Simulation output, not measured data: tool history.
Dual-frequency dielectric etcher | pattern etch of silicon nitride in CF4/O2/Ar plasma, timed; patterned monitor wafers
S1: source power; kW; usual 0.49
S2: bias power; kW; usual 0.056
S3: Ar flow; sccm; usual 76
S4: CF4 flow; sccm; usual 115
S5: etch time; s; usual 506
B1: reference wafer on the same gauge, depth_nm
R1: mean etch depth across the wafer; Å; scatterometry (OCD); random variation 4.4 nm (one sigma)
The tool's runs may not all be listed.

{"run": 1, "hour": 0.0, "S1": 0.49, "S2": 0.047, "S3": 76, "S4": 115, "S5": 506, "B1": 879.9, "R1": 9118}
{"run": 2, "hour": 62.5, "S1": 0.49, "S2": 0.056, "S3": 76, "S4": 115, "S5": 627.5, "B1": 879.4, "R1": 12276}
{"hour": 76.1, "done": "CF4 flow controller replaced"}
{"run": 3, "hour": 113.2, "S1": 0.49, "S2": 0.056, "S3": 76, "S4": 115, "S5": 627.5, "B1": 879.5, "R1": 12164}
{"hour": 160.9, "done": "wet clean of the chamber"}
{"run": 4, "hour": 199.0, "S1": 0.49, "S2": 0.056, "S3": 76, "S4": 115, "S5": 506, "B1": 879.7, "R1": 9780}
{"hour": 227.3, "done": "Ar flow controller replaced"}
{"run": 5, "hour": 265.5, "S1": 0.49, "S2": 0.065, "S3": 76, "S4": 115, "S5": 506, "B1": 880.1, "R1": 10465}
{"hour": 292.2, "done": "source power generator calibrated"}
{"hour": 317.3, "done": "upper electrode replaced"}
{"run": 6, "hour": 317.8, "S1": 0.49, "S2": 0.065, "S3": 76, "S4": 115, "S5": 506, "B1": 878.6, "R1": 11588}
{"run": 7, "hour": 350.8, "S1": 0.49, "S2": 0.056, "S3": 76, "S4": 115, "S5": 506, "B1": 879.7, "R1": 10883}
{"run": 8, "hour": 381.0, "S1": 0.49, "S2": 0.056, "S3": 76, "S4": 115, "S5": 396, "B1": 880.8, "R1": 8529}
{"run": 9, "hour": 450.4, "S1": 0.49, "S2": 0.056, "S3": 76, "S4": 139, "S5": 506, "B1": 879.7, "R1": 11056}
{"run": 10, "hour": 502.1, "S1": 0.42, "S2": 0.056, "S3": 76, "S4": 115, "S5": 506, "B1": 880.1, "R1": 9227}
{"hour": 537.3, "done": "source power generator calibrated, repeated, since the last time left the tool worse"}
{"run": 11, "hour": 556.3, "S1": 0.55, "S2": 0.07, "S3": 66, "S4": 115, "S5": 506, "B1": 879, "R1": 12950}
{"hour": 584.0, "done": "wet clean of the chamber"}
{"run": 12, "hour": 596.2, "S1": 0.49, "S2": 0.056, "S3": 76, "S4": 115, "S5": 506, "B1": 879.3, "R1": 10157}
{"hour": 601.7, "done": "bias power generator calibrated"}
{"hour": 616.0, "done": "gauge calibrated"}
{"run": 13, "hour": 636.9, "S1": 0.44, "S2": 0.056, "S3": 76, "S4": 115, "S5": 367.5, "B1": 880.6, "R1": 6661}
{"run": 14, "hour": 693.7, "S1": 0.49, "S2": 0.056, "S3": 76, "S4": 142, "S5": 506, "B1": 880.3, "R1": 10392}
{"run": 15, "hour": 734.4, "S1": 0.49, "S2": 0.056, "S3": 61, "S4": 115, "S5": 607.5, "B1": 880.4, "R1": 12666}
{"run": 16, "hour": 763.7, "S1": 0.49, "S2": 0.056, "S3": 67, "S4": 115, "S5": 506, "B1": 880.8, "R1": 10415}
{"run": 17, "hour": 825.4, "S1": 0.49, "S2": 0.045, "S3": 93, "S4": 115, "S5": 406, "B1": 879.9, "R1": 7240}
{"run": 18, "hour": 863.5, "S1": 0.42, "S2": 0.056, "S3": 76, "S4": 115, "S5": 506, "B1": 880.2, "R1": 8637}
{"run": 19, "hour": 924.6, "S1": 0.49, "S2": 0.045, "S3": 76, "S4": 99, "S5": 354, "B1": 880, "R1": 6415}

The next listed run, before its measurement:
{"hour": 989.2, "done": "wet clean of the chamber"}
{"run": 20, "hour": 989.7, "S1": 0.49, "S2": 0.056, "S3": 60, "S4": 115, "S5": 448, "B1": "?", "R1": "?"}

Run 20 gave B1 880.2, R1 9367 Å.
Without the tool's hidden state the same run would have given R1 9351 Å.
